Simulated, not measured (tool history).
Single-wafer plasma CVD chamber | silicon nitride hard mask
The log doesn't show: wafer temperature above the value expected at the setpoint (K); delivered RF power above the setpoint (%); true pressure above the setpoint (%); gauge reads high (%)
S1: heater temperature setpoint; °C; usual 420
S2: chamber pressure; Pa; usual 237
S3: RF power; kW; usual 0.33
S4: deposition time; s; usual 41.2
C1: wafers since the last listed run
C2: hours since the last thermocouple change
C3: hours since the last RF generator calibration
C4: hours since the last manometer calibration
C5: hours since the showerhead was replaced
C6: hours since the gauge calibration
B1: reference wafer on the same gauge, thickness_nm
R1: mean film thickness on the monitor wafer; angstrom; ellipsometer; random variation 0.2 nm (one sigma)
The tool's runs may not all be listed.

run 1 hour=0 | S1=414 S2=237 S3=0.33 S4=41.2 | C1=0 C2=38.3 C3=1075.9 C4=438.9 C5=1936.4 C6=497.7 | B1=44.616 | R1=490.48
run 2 hour=40.1 | S1=420 S2=237 S3=0.33 S4=41.2 | C1=696 C2=78.4 C3=1116 C4=479 C5=1976.5 C6=537.8 | B1=44.588 | R1=483.07
run 3 hour=134.1 | S1=420 S2=237 S3=0.33 S4=41.2 | C1=1631 C2=172.4 C3=1210 C4=573 C5=2070.5 C6=631.8 | B1=44.585 | R1=487.99
run 4 hour=215.3 | S1=420 S2=237 S3=0.33 S4=41.2 | C1=1409 C2=253.6 C3=1291.2 C4=654.2 C5=2151.7 C6=713 | B1=44.63 | R1=481.7
run 5 hour=316.4 | S1=420 S2=237 S3=0.33 S4=41.2 | C1=1755 C2=354.7 C3=1392.3 C4=755.3 C5=2252.8 C6=814.1 | B1=44.577 | R1=480.19
run 6 hour=355.8 | S1=420 S2=237 S3=0.33 S4=41.2 | C1=684 C2=394.1 C3=1431.7 C4=794.7 C5=2292.2 C6=853.5 | B1=44.621 | R1=484.74
run 7 hour=461.6 | S1=420 S2=237 S3=0.33 S4=41.2 | C1=1836 C2=499.9 C3=1537.5 C4=900.5 C5=2398 C6=959.3 | B1=44.594 | R1=479.37
run 8 hour=543.6 | S1=420 S2=253 S3=0.33 S4=35.4 | C1=1423 C2=581.9 C3=1619.5 C4=982.5 C5=2480 C6=1041.3 | B1=44.571 | R1=420.79
run 9 hour=622.6 | S1=420 S2=253 S3=0.33 S4=35.4 | C1=1371 C2=660.9 C3=1698.5 C4=1061.5 C5=2559 C6=1120.3 | B1=44.632 | R1=419.47
run 10 hour=688.6 | S1=420 S2=237 S3=0.33 S4=39 | C1=1145 C2=726.9 C3=1764.5 C4=1127.5 C5=2625 C6=1186.3 | B1=44.646 | R1=451.35
-- hour=702.1 gauge calibrated
run 11 hour=751.3 | S1=420 S2=237 S3=0.33 S4=39 | C1=1088 C2=789.6 C3=1827.2 C4=1190.2 C5=2687.7 C6=49.2 | B1=44.635 | R1=454.65
run 12 hour=804.2 | S1=420 S2=237 S3=0.33 S4=39 | C1=918 C2=842.5 C3=1880.1 C4=1243.1 C5=2740.6 C6=102.1 | B1=44.591 | R1=456.63
-- hour=847.6 capacitance manometer re-zeroed and calibrated
-- hour=888.5 showerhead replaced
run 13 hour=894.9 | S1=431 S2=237 S3=0.35 S4=41.2 | C1=1296 C2=933.2 C3=1970.8 C4=47.3 C5=6.4 C6=192.8 | B1=44.561 | R1=500.44
run 14 hour=998.2 | S1=420 S2=237 S3=0.33 S4=34.8 | C1=1793 C2=1036.5 C3=2074.1 C4=150.6 C5=109.7 C6=296.1 | B1=44.628 | R1=409.84
run 15 hour=1074 | S1=420 S2=237 S3=0.33 S4=37 | C1=1315 C2=1112.3 C3=2149.9 C4=226.4 C5=185.5 C6=371.9 | B1=44.569 | R1=439.47
run 16 hour=1147.2 | S1=420 S2=284 S3=0.33 S4=41.2 | C1=1270 C2=1185.5 C3=2223.1 C4=299.6 C5=258.7 C6=445.1 | B1=44.606 | R1=512.83
run 17 hour=1186.6 | S1=420 S2=237 S3=0.33 S4=41.2 | C1=684 C2=1224.9 C3=2262.5 C4=339 C5=298.1 C6=484.5 | B1=44.566 | R1=485.88
run 18 hour=1271.6 | S1=416 S2=219 S3=0.355 S4=45.9 | C1=1475 C2=1309.9 C3=2347.5 C4=424 C5=383.1 C6=569.5 | B1=44.564 | R1=553.18
run 19 hour=1375.7 | S1=427 S2=260 S3=0.36 S4=38 | C1=1807 C2=1414 C3=2451.6 C4=528.1 C5=487.2 C6=673.6 | B1=44.636 | R1=488.89
-- hour=1385.9 RF generator calibrated
run 20 hour=1419.7 | S1=415 S2=237 S3=0.355 S4=41.2 | C1=624 C2=1458 C3=33.8 C4=572.1 C5=531.2 C6=717.6 | B1=44.646 | R1=509.8
-- hour=1434.8 thermocouple changed; heater temperature recalibrated
run 21 hour=1474.4 | S1=420 S2=237 S3=0.33 S4=41.2 | C1=810 C2=39.6 C3=88.5 C4=626.8 C5=585.9 C6=772.3 | B1=44.599 | R1=483.57
run 22 hour=1537.2 | S1=420 S2=237 S3=0.33 S4=41.2 | C1=1090 C2=102.4 C3=151.3 C4=689.6 C5=648.7 C6=835.1 | B1=44.617 | R1=482.68
run 23 hour=1626.9 | S1=434 S2=237 S3=0.33 S4=41.2 | C1=1557 C2=192.1 C3=241 C4=779.3 C5=738.4 C6=924.8 | B1=44.611 | R1=475.14
run 24 hour=1676.2 | S1=408 S2=293 S3=0.375 S4=38.1 | C1=855 C2=241.4 C3=290.3 C4=828.6 C5=787.7 C6=974.1 | B1=44.622 | R1=524.9
run 25 hour=1735.4 | S1=420 S2=285 S3=0.295 S4=33.8 | C1=1027 C2=300.6 C3=349.5 C4=887.8 C5=846.9 C6=1033.3 | B1=44.615 | R1=385.19
run 26 hour=1793.4 | S1=420 S2=237 S3=0.36 S4=43.7 | C1=1006 C2=358.6 C3=407.5 C4=945.8 C5=904.9 C6=1091.3 | B1=44.642 | R1=545.1
run 27 hour=1858.8 | S1=420 S2=237 S3=0.33 S4=41.2 | C1=1135 C2=424 C3=472.9 C4=1011.2 C5=970.3 C6=1156.7 | B1=44.633 | R1=479.91
run 28 hour=1945.3 | S1=420 S2=212 S3=0.315 S4=41.2 | C1=1501 C2=510.5 C3=559.4 C4=1097.7 C5=1056.8 C6=1243.2 | B1=44.643 | R1=448.74

Forecast each of these 5 alternatives for the next run:
run A hour=1945.7 | S1=420 S2=237 S3=0.33 S4=41.2 | C1=6 C2=510.9 C3=559.8 C4=1098.1 C5=1057.2 C6=1243.6 | B1=? | R1=?
run B hour=1945.7 | S1=409 S2=237 S3=0.33 S4=35.3 | C1=6 C2=510.9 C3=559.8 C4=1098.1 C5=1057.2 C6=1243.6 | B1=? | R1=?
run C hour=1945.7 | S1=420 S2=237 S3=0.33 S4=33.3 | C1=6 C2=510.9 C3=559.8 C4=1098.1 C5=1057.2 C6=1243.6 | B1=? | R1=?
run D hour=1945.7 | S1=412 S2=291 S3=0.295 S4=48.6 | C1=6 C2=510.9 C3=559.8 C4=1098.1 C5=1057.2 C6=1243.6 | B1=? | R1=?
run E hour=1945.7 | S1=413 S2=237 S3=0.33 S4=41.2 | C1=6 C2=510.9 C3=559.8 C4=1098.1 C5=1057.2 C6=1243.6 | B1=? | R1=?

run=A B1=44.614 R1=480.14
run=B B1=44.614 R1=413.79
run=C B1=44.614 R1=388.26
run=D B1=44.614 R1=554.12
run=E B1=44.614 R1=481.83
Without the tool's hidden state the same runs would have given:
run=A R1=487.1
run=B R1=419.79
run=C R1=393.89
run=D R1=561.54
run=E R1=488.82
